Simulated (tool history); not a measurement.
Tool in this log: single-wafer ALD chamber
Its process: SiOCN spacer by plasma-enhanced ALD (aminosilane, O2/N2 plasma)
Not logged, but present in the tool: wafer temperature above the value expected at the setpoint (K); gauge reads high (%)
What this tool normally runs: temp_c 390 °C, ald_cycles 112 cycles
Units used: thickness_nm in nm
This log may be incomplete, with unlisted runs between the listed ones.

| run | day | temp_c | ald_cycles | wafers since the last listed run | hours since the last thermocouple change | hours since the gauge calibration | read-back reference wafer on the same gauge, thickness_nm | thickness_nm |
|---|---|---|---|---|---|---|---|---|
| 1 | 0.000 | 390 | 127 | 0 | 248.0 | 787.3 | 5.501 | 7.211 |
| 2 | 2.429 | 390 | 127 | 132 | 306.3 | 845.6 | 5.498 | 7.261 |
| 3 | 3.867 | 390 | 127 | 78 | 340.8 | 880.1 | 5.507 | 7.230 |
| 4 | 5.662 | 390 | 112 | 98 | 383.9 | 923.2 | 5.501 | 6.417 |
| 5 | 8.317 | 390 | 112 | 145 | 447.6 | 986.9 | 5.502 | 6.384 |
| 6 | 10.512 | 390 | 112 | 120 | 500.3 | 1039.6 | 5.496 | 6.354 |
| 7 | 13.146 | 390 | 112 | 144 | 563.5 | 1102.8 | 5.505 | 6.388 |
| 8 | 14.283 | 390 | 128 | 62 | 590.8 | 1130.1 | 5.501 | 7.278 |
| 9 | 16.546 | 390 | 99 | 123 | 645.1 | 1184.4 | 5.496 | 5.631 |
| 10 | 17.688 | 390 | 112 | 62 | 672.5 | 1211.8 | 5.495 | 6.384 |
| 11 | 19.288 | 390 | 112 | 87 | 710.9 | 1250.2 | 5.504 | 6.389 |
| 12 | 21.942 | 390 | 112 | 145 | 774.6 | 1313.9 | 5.501 | 6.395 |
| 13 | 23.950 | 390 | 112 | 109 | 822.8 | 1362.1 | 5.497 | 6.376 |
| 14 | 25.142 | 397 | 112 | 65 | 851.4 | 1390.7 | 5.492 | 6.377 |
| 15 | 27.412 | 397 | 112 | 124 | 905.9 | 1445.2 | 5.502 | 6.348 |
| 16 | 29.750 | 397 | 112 | 127 | 962.0 | 1501.3 | 5.495 | 6.408 |
|  | 32.292 | gauge calibrated |
| 17 | 32.358 | 390 | 112 | 142 | 1024.6 | 1.6 | 5.500 | 6.372 |
| 18 | 33.988 | 383 | 112 | 89 | 1063.7 | 40.7 | 5.507 | 6.393 |
| 19 | 36.162 | 403 | 112 | 119 | 1115.9 | 92.9 | 5.505 | 6.337 |
| 20 | 38.388 | 390 | 112 | 121 | 1169.3 | 146.3 | 5.508 | 6.390 |
| 21 | 40.646 | 376 | 130 | 123 | 1223.5 | 200.5 | 5.501 | 7.393 |
| 22 | 42.567 | 397 | 94 | 105 | 1269.6 | 246.6 | 5.500 | 5.376 |
| 23 | 43.708 | 390 | 119 | 62 | 1297.0 | 274.0 | 5.507 | 6.789 |
| 24 | 45.708 | 396 | 130 | 109 | 1345.0 | 322.0 | 5.510 | 7.376 |
|  | 47.562 | thermocouple changed; heater temperature recalibrated |
| 25 | 48.021 | 390 | 131 | 108 | 11.0 | 377.5 | 5.499 | 7.485 |
| 26 | 50.688 | 386 | 112 | 145 | 75.0 | 441.5 | 5.499 | 6.388 |
| 27 | 53.562 | 396 | 96 | 157 | 144.0 | 510.5 | 5.502 | 5.470 |
| 28 | 54.762 | 390 | 112 | 65 | 172.8 | 539.3 | 5.499 | 6.384 |
| 29 | 57.329 | 395 | 127 | 140 | 234.4 | 600.9 | 5.510 | 7.259 |
| 30 | 59.738 | 390 | 120 | 131 | 292.2 | 658.7 | 5.495 | 6.842 |
| 31 | 62.554 | 377 | 102 | 154 | 359.8 | 726.3 | 5.501 | 5.819 |
| 32 | 64.108 | 383 | 131 | 85 | 397.1 | 763.6 | 5.497 | 7.490 |
| 33 | 66.296 | 390 | 96 | 119 | 449.6 | 816.1 | 5.502 | 5.488 |
| 34 | 69.238 | 390 | 112 | 161 | 520.2 | 886.7 | 5.501 | 6.420 |

Hidden state, per run?
wafer temperature above the value expected at the setpoint (K): 0 at every run
gauge reads high (%): 0 at every run

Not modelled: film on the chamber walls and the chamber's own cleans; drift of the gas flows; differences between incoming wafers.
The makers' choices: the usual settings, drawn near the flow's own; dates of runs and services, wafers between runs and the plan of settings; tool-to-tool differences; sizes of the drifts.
